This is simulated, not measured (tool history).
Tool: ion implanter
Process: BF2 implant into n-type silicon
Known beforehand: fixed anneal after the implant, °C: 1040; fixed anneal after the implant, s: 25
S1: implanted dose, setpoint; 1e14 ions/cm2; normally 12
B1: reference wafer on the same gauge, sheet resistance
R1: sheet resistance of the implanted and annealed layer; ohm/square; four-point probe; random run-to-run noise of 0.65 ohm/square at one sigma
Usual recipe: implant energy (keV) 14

Run 1, hour 0: usual settings but S1 13.01 1e14 ions/cm2; B1 164. Result: R1 146.39 ohm/square.
Run 2, hour 28.5: usual settings but S1 13.01 1e14 ions/cm2; B1 164.26. Result: R1 145.97 ohm/square.
Run 3, hour 160.8: usual settings but implant energy (keV) 12; B1 163.95. Result: R1 156.05 ohm/square.
Run 4, hour 268: usual settings but implant energy (keV) 12; B1 164.06. Result: R1 155.98 ohm/square.
Run 5, hour 413.1: usual settings but implant energy (keV) 12; B1 163.73. Result: R1 156.9 ohm/square.
Run 6, hour 443.1: usual settings but S1 13.52 1e14 ions/cm2; B1 163.87. Result: R1 144.24 ohm/square.
Run 7, hour 477.6: usual settings but S1 13.52 1e14 ions/cm2; B1 164.14. Result: R1 144.1 ohm/square.
Run 8, hour 547.5: usual settings but S1 10.88 1e14 ions/cm2, implant energy (keV) 11.5; B1 164.12. Result: R1 165.38 ohm/square.
Run 9, hour 588.9: usual settings but S1 10.88 1e14 ions/cm2, implant energy (keV) 11.5; B1 164.03. Result: R1 160.53 ohm/square.
Run 10, hour 660.7: usual settings but S1 10.88 1e14 ions/cm2, implant energy (keV) 11.5; B1 163.85. Result: R1 162.59 ohm/square.
Run 11, hour 765.1: usual settings but S1 14.36 1e14 ions/cm2; B1 164.07. Result: R1 140.54 ohm/square.
Run 12, hour 810.7: usual settings but S1 14.36 1e14 ions/cm2; B1 164.04. Result: R1 139.45 ohm/square.
Run 13, hour 837.3: usual settings; B1 163.88. Result: R1 151.04 ohm/square.
Run 14, hour 908.1: usual settings; B1 164.04. Result: R1 150.09 ohm/square.
Run 15, hour 933.9: usual settings but implant energy (keV) 18; B1 163.97. Result: R1 140.28 ohm/square.
Run 16, hour 988.6: usual settings but implant energy (keV) 18; B1 164.03. Result: R1 140.26 ohm/square.
Run 17, hour 1013.3: usual settings but S1 9.79 1e14 ions/cm2, implant energy (keV) 15.5; B1 164.1. Result: R1 161.77 ohm/square.
Run 18, hour 1060: usual settings; B1 164.07. Result: R1 150.8 ohm/square.
Run 19, hour 1084.4: usual settings but S1 15.53 1e14 ions/cm2; B1 163.87. Result: R1 136.51 ohm/square.
Run 20, hour 1118.4: usual settings but S1 9.05 1e14 ions/cm2; B1 164.01. Result: R1 173.54 ohm/square.
Run 21, hour 1146.4: usual settings but implant energy (keV) 11.5; B1 164.1. Result: R1 157.73 ohm/square.
Run 22, hour 1173: usual settings but S1 10.05 1e14 ions/cm2; B1 164.12. Result: R1 164.25 ohm/square.
Run 23, hour 1233.3: usual settings but S1 13.78 1e14 ions/cm2, implant energy (keV) 10.5; B1 164.02. Result: R1 152.5 ohm/square.
Run 24, hour 1276.3: usual settings; B1 163.85. Result: R1 150.6 ohm/square.
Run 25, hour 1331.6: usual settings but implant energy (keV) 10; B1 163.99. Result: R1 163.46 ohm/square.
Run 26, hour 1395.5: usual settings; B1 163.91. Result: R1 149.1 ohm/square.
Run 27, hour 1452.3: usual settings but S1 13.68 1e14 ions/cm2, implant energy (keV) 11.5; B1 163.93. Result: R1 148.72 ohm/square.
Run 28, hour 1496.9: usual settings but S1 14.07 1e14 ions/cm2, implant energy (keV) 16; B1 163.71. Result: R1 134.16 ohm/square.
Run 29, hour 1561.9: usual settings; B1 164.03. Result: R1 149.75 ohm/square.
Run 30, hour 1595: usual settings but S1 13.68 1e14 ions/cm2, implant energy (keV) 11.5; B1 163.92. Result: R1 149.52 ohm/square.
Run 31, hour 1665.4: usual settings; B1 163.96. Result: R1 150 ohm/square.
Run 32, hour 1802.6: usual settings; B1 163.75. Result: R1 150.45 ohm/square.
Run 33, hour 1894.5: usual settings but S1 10.62 1e14 ions/cm2, implant energy (keV) 11; B1 164.16. Result: R1 169.62 ohm/square.
Run 34, hour 1951.7: usual settings; B1 164.03. Result: R1 151.26 ohm/square.
Run 35, hour 1985.1: usual settings but S1 14.01 1e14 ions/cm2, implant energy (keV) 11.5; B1 163.66. Result: R1 149.59 ohm/square.
Run 36, hour 2021: usual settings but S1 10.92 1e14 ions/cm2, implant energy (keV) 18.5; B1 163.96. Result: R1 147.54 ohm/square.

Between the runs listed above, the log contained 4 entries, not reproduced here. Where in the sequence does each belong, and how does what the log doesn't record of the tool's condition differ from the listed run before to the listed run after?
From run 8 to run 9: Faraday cup replaced and dose calibrated (hour 564.8)
  deviation of the true dose from the Faraday cup's reading, %: -4.63 -> -0.0292
  difference, measured minus the result without the unlogged condition, R1: +3.65 -> +0.03 ohm/square
From run 10 to run 11: gauge calibrated (hour 759.8)
  deviation of the true dose from the Faraday cup's reading, %: -1.11 -> -2.26
  difference, measured minus the result without the unlogged condition, R1: +0.83 -> +1.04 ohm/square
From run 25 to run 26: Faraday cup replaced and dose calibrated (hour 1390.6)
  deviation of the true dose from the Faraday cup's reading, %: -4.51 -> -0.404
  difference, measured minus the result without the unlogged condition, R1: +3.17 -> +0.25 ohm/square
From run 28 to run 29: extraction supply calibrated (hour 1540)
  deviation of the true dose from the Faraday cup's reading, %: -1.95 -> -2.69
  difference, measured minus the result without the unlogged condition, R1: +0.88 -> +1.71 ohm/square
